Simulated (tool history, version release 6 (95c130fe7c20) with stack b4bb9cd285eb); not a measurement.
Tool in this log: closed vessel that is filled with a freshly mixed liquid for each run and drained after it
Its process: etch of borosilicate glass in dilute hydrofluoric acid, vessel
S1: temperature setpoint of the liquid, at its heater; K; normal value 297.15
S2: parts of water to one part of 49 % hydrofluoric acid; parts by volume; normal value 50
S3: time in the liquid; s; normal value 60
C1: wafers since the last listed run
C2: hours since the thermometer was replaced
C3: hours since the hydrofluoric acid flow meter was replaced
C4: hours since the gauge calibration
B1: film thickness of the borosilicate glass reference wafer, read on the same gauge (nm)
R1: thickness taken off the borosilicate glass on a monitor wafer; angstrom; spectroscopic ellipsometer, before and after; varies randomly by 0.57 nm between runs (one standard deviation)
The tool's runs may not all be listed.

| run | hour | S1 | S2 | S3 | C1 | C2 | C3 | C4 | B1 | R1 |
|---|---|---|---|---|---|---|---|---|---|---|
| 1 | 0.0 | 297.15 | 50 | 60 | 0 | 881.9 | 965.7 | 382.7 | 139.98 | 593.3 |
| 2 | 30.0 | 294.65 | 50 | 75 | 3325 | 911.9 | 995.7 | 412.7 | 140.02 | 679.0 |
| 3 | 45.6 | 294.65 | 50 | 75 | 1729 | 927.5 | 1011.3 | 428.3 | 140.01 | 690.9 |
| 4 | 80.1 | 294.65 | 50 | 75 | 3824 | 962.0 | 1045.8 | 462.8 | 140.03 | 673.5 |
| 5 | 115.9 | 300.15 | 50 | 60 | 3968 | 997.8 | 1081.6 | 498.6 | 140.00 | 695.1 |
| 6 | 132.1 | 300.15 | 50 | 60 | 1795 | 1014.0 | 1097.8 | 514.8 | 140.00 | 678.6 |
| 7 | 166.7 | 297.15 | 50 | 60 | 3835 | 1048.6 | 1132.4 | 549.4 | 139.99 | 610.4 |
| 8 | 196.9 | 297.15 | 50 | 60 | 3347 | 1078.8 | 1162.6 | 579.6 | 140.03 | 603.7 |
| 9 | 221.2 | 297.15 | 50 | 60 | 2693 | 1103.1 | 1186.9 | 603.9 | 140.02 | 600.1 |
| 10 | 243.8 | 297.15 | 70 | 60 | 2505 | 1125.7 | 1209.5 | 626.5 | 139.93 | 425.8 |
| 11 | 265.4 | 297.15 | 70 | 60 | 2394 | 1147.3 | 1231.1 | 648.1 | 140.00 | 424.4 |
|  | 272.6 | thermometer replaced |
| 12 | 287.1 | 297.15 | 50 | 60 | 2294 | 14.5 | 1252.8 | 669.8 | 140.02 | 600.6 |
| 13 | 301.5 | 297.15 | 50 | 60 | 1596 | 28.9 | 1267.2 | 684.2 | 140.00 | 606.3 |
| 14 | 323.9 | 297.15 | 50 | 60 | 2483 | 51.3 | 1289.6 | 706.6 | 139.99 | 611.6 |
| 15 | 338.6 | 298.65 | 50 | 60 | 1629 | 66.0 | 1304.3 | 721.3 | 140.01 | 634.4 |
| 16 | 366.3 | 297.15 | 50 | 75 | 3070 | 93.7 | 1332.0 | 749.0 | 140.02 | 747.7 |
|  | 368.6 | gauge calibrated |
| 17 | 392.4 | 297.15 | 50 | 60 | 2893 | 119.8 | 1358.1 | 23.8 | 139.97 | 600.2 |
| 18 | 419.6 | 294.65 | 30 | 30 | 3015 | 147.0 | 1385.3 | 51.0 | 139.99 | 470.7 |
| 19 | 432.6 | 293.65 | 50 | 30 | 1441 | 160.0 | 1398.3 | 64.0 | 139.97 | 261.1 |
| 20 | 464.0 | 300.15 | 50 | 60 | 3480 | 191.4 | 1429.7 | 95.4 | 140.01 | 673.9 |
| 21 | 492.6 | 292.65 | 50 | 60 | 3170 | 220.0 | 1458.3 | 124.0 | 140.00 | 502.0 |
| 22 | 510.1 | 294.15 | 75 | 80 | 1939 | 237.5 | 1475.8 | 141.5 | 140.03 | 468.4 |
| 23 | 531.1 | 297.15 | 50 | 60 | 2327 | 258.5 | 1496.8 | 162.5 | 140.03 | 597.0 |
| 24 | 549.0 | 297.15 | 50 | 95 | 1984 | 276.4 | 1514.7 | 180.4 | 140.05 | 966.8 |
|  | 562.6 | hydrofluoric acid flow meter replaced |
| 25 | 567.6 | 300.65 | 75 | 80 | 1950 | 295.0 | 5.0 | 199.0 | 140.00 | 607.6 |
| 26 | 582.8 | 301.65 | 50 | 75 | 1684 | 310.2 | 20.2 | 214.2 | 140.04 | 917.6 |
| 27 | 611.7 | 294.15 | 50 | 60 | 3203 | 339.1 | 49.1 | 243.1 | 140.02 | 529.1 |
| 28 | 628.6 | 297.15 | 50 | 60 | 1873 | 356.0 | 66.0 | 260.0 | 140.01 | 604.2 |
| 29 | 646.5 | 292.65 | 50 | 60 | 1984 | 373.9 | 83.9 | 277.9 | 139.93 | 497.0 |
| 30 | 659.1 | 300.15 | 30 | 90 | 1396 | 386.5 | 96.5 | 290.5 | 140.01 | 1759.9 |
| 31 | 680.7 | 297.15 | 50 | 60 | 2394 | 408.1 | 118.1 | 312.1 | 140.03 | 611.7 |
| 32 | 706.0 | 292.15 | 65 | 60 | 2804 | 433.4 | 143.4 | 337.4 | 139.97 | 370.2 |
| 33 | 736.9 | 297.15 | 50 | 40 | 3425 | 464.3 | 174.3 | 368.3 | 140.01 | 402.6 |

Below are 4 alternative next runs, each starting from the tool's condition after run 33. Predict each:
| A | 737.6 | 295.65 | 50 | 60 | 77 | 465.0 | 175.0 | 369.0 | ? | ? |
| B | 737.6 | 300.65 | 50 | 75 | 77 | 465.0 | 175.0 | 369.0 | ? | ? |
| C | 737.6 | 300.15 | 65 | 45 | 77 | 465.0 | 175.0 | 369.0 | ? | ? |
| D | 737.6 | 301.65 | 50 | 60 | 77 | 465.0 | 175.0 | 369.0 | ? | ? |

| run | B1 | R1 |
|---|---|---|
| A | 140.03 | 569.0 |
| B | 140.03 | 872.3 |
| C | 140.03 | 386.3 |
| D | 140.03 | 726.2 |
The same runs, with their run-to-run variation unchanged, on a tool lacking any hidden condition would have given:
| run | R1 |
|---|---|
| A | 569.0 |
| B | 872.3 |
| C | 386.3 |
| D | 726.2 |
